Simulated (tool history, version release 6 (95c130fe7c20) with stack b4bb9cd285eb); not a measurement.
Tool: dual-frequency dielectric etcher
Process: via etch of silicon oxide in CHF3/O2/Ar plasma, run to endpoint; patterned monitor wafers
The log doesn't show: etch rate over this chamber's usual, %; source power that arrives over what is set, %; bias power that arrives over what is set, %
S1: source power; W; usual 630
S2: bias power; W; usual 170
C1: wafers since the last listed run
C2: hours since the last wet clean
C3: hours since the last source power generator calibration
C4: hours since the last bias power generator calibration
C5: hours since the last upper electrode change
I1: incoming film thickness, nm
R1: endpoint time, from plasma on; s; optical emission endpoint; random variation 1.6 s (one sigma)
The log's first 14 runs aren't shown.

Run 15, hour 941.1: usual settings but S1 710 W, S2 150 W; C1 219; C2 272.0; C3 1755.9; C4 297.5; C5 382.8; I1 575.9. Result: R1 291.4 s.
Run 16, hour 1041.5: usual settings but S1 720 W, S2 137 W; C1 343; C2 372.4; C3 1856.3; C4 397.9; C5 483.2; I1 576.1. Result: R1 299.3 s.
Run 17, hour 1121.2: usual settings but S1 780 W; C1 273; C2 452.1; C3 1936.0; C4 477.6; C5 562.9; I1 578.7. Result: R1 270.0 s.
Run 18, hour 1187.4: usual settings; C1 226; C2 518.3; C3 2002.2; C4 543.8; C5 629.1; I1 575.6. Result: R1 289.6 s.
Run 19, hour 1264.9: usual settings but S2 202 W; C1 265; C2 595.8; C3 2079.7; C4 621.3; C5 706.6; I1 582.2. Result: R1 274.0 s.
At hour 1300.0: wet clean of the chamber.
Run 20, hour 1331.0: usual settings; C1 144; C2 31.0; C3 2145.8; C4 687.4; C5 772.7; I1 578.8. Result: R1 293.3 s.
At hour 1372.9: source power generator calibrated.
Run 21, hour 1414.3: usual settings but S2 210 W; C1 271; C2 114.3; C3 41.4; C4 770.7; C5 856.0; I1 576.2. Result: R1 274.4 s.
Run 22, hour 1490.5: usual settings but S1 790 W, S2 151 W; C1 261; C2 190.5; C3 117.6; C4 846.9; C5 932.2; I1 582.2. Result: R1 286.8 s.
Run 23, hour 1567.1: usual settings but S2 199 W; C1 262; C2 267.1; C3 194.2; C4 923.5; C5 1008.8; I1 583.3. Result: R1 284.4 s.
Run 24, hour 1672.5: usual settings but S1 720 W, S2 129 W; C1 361; C2 372.5; C3 299.6; C4 1028.9; C5 1114.2; I1 576.6. Result: R1 310.9 s.
Run 25, hour 1780.3: usual settings but S1 500 W, S2 148 W; C1 369; C2 480.3; C3 407.4; C4 1136.7; C5 1222.0; I1 583.3. Result: R1 345.5 s.
Run 26, hour 1846.4: usual settings but S1 710 W; C1 226; C2 546.4; C3 473.5; C4 1202.8; C5 1288.1; I1 573.5. Result: R1 280.3 s.
At hour 1884.1: wet clean of the chamber.
Run 27, hour 1945.1: usual settings but S1 700 W; C1 255; C2 61.0; C3 572.2; C4 1301.5; C5 1386.8; I1 582.9. Result: R1 287.5 s.
Run 28, hour 2049.5: usual settings but S1 570 W, S2 202 W; C1 357; C2 165.4; C3 676.6; C4 1405.9; C5 1491.2; I1 574.1. Result: R1 281.9 s.
Run 29, hour 2088.0: usual settings; C1 131; C2 203.9; C3 715.1; C4 1444.4; C5 1529.7; I1 579.7. Result: R1 295.5 s.
Run 30, hour 2158.5: usual settings but S2 200 W; C1 241; C2 274.4; C3 785.6; C4 1514.9; C5 1600.2; I1 581.4. Result: R1 279.9 s.
Run 31, hour 2262.0: usual settings but S1 510 W, S2 130 W; C1 354; C2 377.9; C3 889.1; C4 1618.4; C5 1703.7; I1 575.6. Result: R1 352.4 s.

Run 32 comes next. What will it give?
Run 32, hour 2316.4: usual settings; C1 186; C2 432.3; C3 943.5; C4 1672.8; C5 1758.1; I1 580.0. Result: R1 ?.

R1: 297.8 s
Without the tool's hidden state the same run would have given R1 301.9 s.

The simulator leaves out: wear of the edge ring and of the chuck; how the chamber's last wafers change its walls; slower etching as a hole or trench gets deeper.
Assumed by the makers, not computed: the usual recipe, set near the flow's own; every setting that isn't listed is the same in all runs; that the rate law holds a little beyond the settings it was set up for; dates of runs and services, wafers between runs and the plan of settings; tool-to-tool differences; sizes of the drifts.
